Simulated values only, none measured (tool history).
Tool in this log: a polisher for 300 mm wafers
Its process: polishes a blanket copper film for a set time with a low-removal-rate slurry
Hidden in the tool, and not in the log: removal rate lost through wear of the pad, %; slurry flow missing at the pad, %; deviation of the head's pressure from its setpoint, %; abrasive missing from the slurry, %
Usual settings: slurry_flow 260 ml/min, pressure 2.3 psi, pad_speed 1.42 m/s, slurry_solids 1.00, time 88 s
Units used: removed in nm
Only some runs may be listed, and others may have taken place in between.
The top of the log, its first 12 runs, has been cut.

run     day  slurry_flow  pressure  pad_speed  slurry_solids  time  wafers since the last listed run  wafers polished on this pad  hours since the slurry nozzle was cleaned  hours since the head pressure was calibrated  hours since the slurry blender was calibrated  incoming thickness of the incoming film, nm  removed
 13   6.850          260       2.3       1.42           1.00   104                                49                         1078                                      284.0                                        1195.8                                          146.9                                        918.7    343.7
      7.388  -- worn pad replaced by a new one
 14   7.408          285       2.3       1.42           0.80    88                                78                            4                                      297.4                                        1209.2                                          160.3                                        922.1    296.2
      7.588  -- head pressure recalibrated
 15   7.900          260       2.3       1.42           1.00    88                                81                           85                                      309.2                                           7.5                                          172.1                                        912.8    315.5
      8.112  -- slurry nozzle cleaned
 16   8.483          260       1.5       1.42           1.00    88                               107                          193                                        8.9                                          21.5                                          186.1                                        919.6    202.7
 17   8.804          260       2.3       1.16           1.00    88                                63                          257                                       16.6                                          29.2                                          193.8                                        934.6    264.9
 18   9.267          260       2.3       1.42           1.00    88                                92                          350                                       27.7                                          40.3                                          204.9                                        913.5    310.6
 19   9.838          340       2.3       1.42           1.00    75                               113                          463                                       41.4                                          54.0                                          218.6                                        930.1    262.9
 20  10.250          220       2.3       1.82           1.00    88                                82                          546                                       51.3                                          63.9                                          228.5                                        917.9    366.6
 21  11.008          310       2.7       1.68           0.90    88                               151                          697                                       69.5                                          82.1                                          246.7                                        903.2    385.7
 22  11.692          260       2.3       1.42           1.00    64                               136                          833                                       85.9                                          98.5                                          263.1                                        933.5    215.6
 23  12.408          260       2.0       1.02           1.00    88                               142                          976                                      103.1                                         115.7                                          280.3                                        913.1    200.5
     12.896  -- worn pad replaced by a new one
 24  12.938          260       2.3       1.42           1.00    88                                72                            8                                      115.8                                         128.4                                          293.0                                        918.7    316.9
 25  13.383          260       2.7       0.94           1.00    88                                88                           97                                      126.5                                         139.1                                          303.7                                        921.8    271.4
 26  13.729          260       2.0       1.42           1.00    88                                68                          166                                      134.8                                         147.4                                          312.0                                        930.9    265.1
 27  14.175          230       1.5       1.76           1.00    78                                88                          255                                      145.5                                         158.1                                          322.7                                        926.1    208.3
 28  14.508          260       2.3       1.42           1.00    88                                66                          321                                      153.5                                         166.1                                          330.7                                        927.9    306.9
 29  14.975          260       2.3       1.42           1.00    88                                93                          414                                      164.7                                         177.3                                          341.9                                        910.6    301.3
 30  15.633          260       2.3       1.42           0.85    88                               131                          545                                      180.5                                         193.1                                          357.7                                        921.7    282.9
 31  16.125          260       2.3       1.42           0.90    88                                98                          643                                      192.3                                         204.9                                          369.5                                        932.9    290.8

What if the next run were any one of these 3? Each begins from the tool's condition after run 31:
  A  16.142          260       2.3       1.42           1.00    66                                 3                          647                                      192.7                                         205.3                                          369.9                                        918.5        ?
  B  16.142          260       1.8       1.42           1.00    66                                 3                          647                                      192.7                                         205.3                                          369.9                                        918.5        ?
  C  16.142          210       2.0       1.04           1.00    97                                 3                          647                                      192.7                                         205.3                                          369.9                                        918.5        ?

run  removed
  A    221.9
  B    173.7
  C    222.5
With the hidden condition removed and each run's random variation left untouched, the same runs would have given:
run  removed
  A    239.1
  B    187.1
  C    239.7
